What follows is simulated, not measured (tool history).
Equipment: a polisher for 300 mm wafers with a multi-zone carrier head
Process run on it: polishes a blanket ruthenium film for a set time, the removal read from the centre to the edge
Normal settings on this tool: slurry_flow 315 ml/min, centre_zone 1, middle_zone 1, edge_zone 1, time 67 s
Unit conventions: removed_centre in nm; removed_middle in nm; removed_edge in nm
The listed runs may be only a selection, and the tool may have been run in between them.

| run | hour | slurry_flow | centre_zone | middle_zone | edge_zone | time | incoming thickness of the incoming film, nm | removed_centre | removed_middle | removed_edge |
|---|---|---|---|---|---|---|---|---|---|---|
| 1 | 0 | 315 | 1 | 1 | 1 | 67 | 431.9 | 98.4 | 97.3 | 101.1 |
| 2 | 32.3 | 315 | 1 | 1 | 1 | 67 | 420.6 | 97.8 | 98 | 102.2 |
| 3 | 71.9 | 315 | 0.95 | 1 | 1 | 67 | 426.2 | 94.6 | 96.6 | 100.4 |
|  | 83.6 | edge zone pressure recalibrated |
| 4 | 141 | 240 | 0.94 | 1 | 1 | 67 | 430.9 | 89.4 | 91.7 | 98.4 |
|  | 191.9 | slurry nozzle cleaned |
| 5 | 198.3 | 315 | 1 | 1.04 | 1 | 67 | 431 | 97.2 | 99 | 102.3 |
|  | 237.9 | worn pad replaced by a new one |
| 6 | 262.3 | 350 | 1 | 0.93 | 0.97 | 85 | 434.5 | 124.2 | 116.1 | 126.3 |
| 7 | 319.6 | 370 | 1.05 | 0.93 | 1 | 84 | 435.9 | 133.2 | 117.9 | 128 |
|  | 329.6 | centre zone pressure recalibrated |
| 8 | 372.9 | 255 | 1.07 | 1 | 0.91 | 50 | 428.4 | 75.9 | 69.8 | 70.7 |
| 9 | 443.6 | 380 | 0.96 | 1 | 1 | 45 | 433.4 | 65.4 | 64.8 | 68.5 |
| 10 | 482.3 | 315 | 1 | 1 | 1 | 67 | 428.4 | 98.8 | 97 | 100.5 |
| 11 | 512.6 | 315 | 1 | 1 | 1 | 67 | 432.6 | 98 | 95.8 | 101.8 |
| 12 | 572.9 | 315 | 1.08 | 1 | 0.95 | 60 | 431.8 | 95.4 | 86.4 | 87.6 |
|  | 582.4 | carrier head's membrane replaced by a new one |
|  | 592.1 | slurry nozzle cleaned |
|  | 623.9 | worn pad replaced by a new one |
|  | 644.4 | edge zone pressure recalibrated |
| 13 | 644.9 | 315 | 1 | 1.04 | 1 | 67 | 424.8 | 98.9 | 98.4 | 99.3 |
| 14 | 668.3 | 315 | 1 | 1.11 | 1.04 | 67 | 421.7 | 95.7 | 105.1 | 102.8 |
| 15 | 712.5 | 315 | 1 | 1.11 | 1.04 | 67 | 430.1 | 98.3 | 106.5 | 103.4 |
| 16 | 756.7 | 400 | 1.05 | 1 | 1 | 67 | 426.9 | 104.5 | 99.6 | 101.2 |
| 17 | 815.5 | 315 | 1 | 1 | 1 | 89 | 433.9 | 131.1 | 129.8 | 134.6 |
| 18 | 861 | 315 | 0.97 | 1 | 1.11 | 67 | 421.7 | 97.1 | 95.5 | 105.8 |
| 19 | 928.1 | 315 | 1 | 1 | 1.09 | 67 | 430.1 | 98.7 | 93.9 | 105.7 |
|  | 957.9 | slurry nozzle cleaned |
| 20 | 968.3 | 420 | 1 | 1 | 1 | 55 | 430.9 | 82.7 | 81 | 86.1 |
| 21 | 1011.6 | 315 | 1 | 1 | 1 | 67 | 434.6 | 98.1 | 96.6 | 100.8 |
|  | 1040.4 | worn pad replaced by a new one |
| 22 | 1055.9 | 315 | 1 | 1 | 1 | 46 | 428.1 | 67.3 | 66.5 | 68.9 |
| 23 | 1117.3 | 315 | 1 | 1 | 1 | 67 | 435 | 97.9 | 96.5 | 100.8 |

Alternative continuations, all from the tool just after run 23; predict every row:
| A | 1117.7 | 315 | 1 | 1 | 1 | 67 | 435.9 | ? | ? | ? |
| B | 1117.7 | 315 | 1 | 1.12 | 1 | 67 | 435.9 | ? | ? | ? |
| C | 1117.7 | 315 | 1 | 1 | 0.91 | 67 | 435.9 | ? | ? | ? |

| run | removed_centre | removed_middle | removed_edge |
|---|---|---|---|
| A | 98.3 | 96.3 | 99.6 |
| B | 98.4 | 106 | 99.5 |
| C | 98.3 | 96.3 | 95.3 |
What these runs would have given with no unlogged condition in the tool:
| run | removed_centre | removed_middle | removed_edge |
|---|---|---|---|
| A | 98.3 | 96.3 | 99.6 |
| B | 98.4 | 106 | 99.5 |
| C | 98.3 | 96.3 | 95.3 |
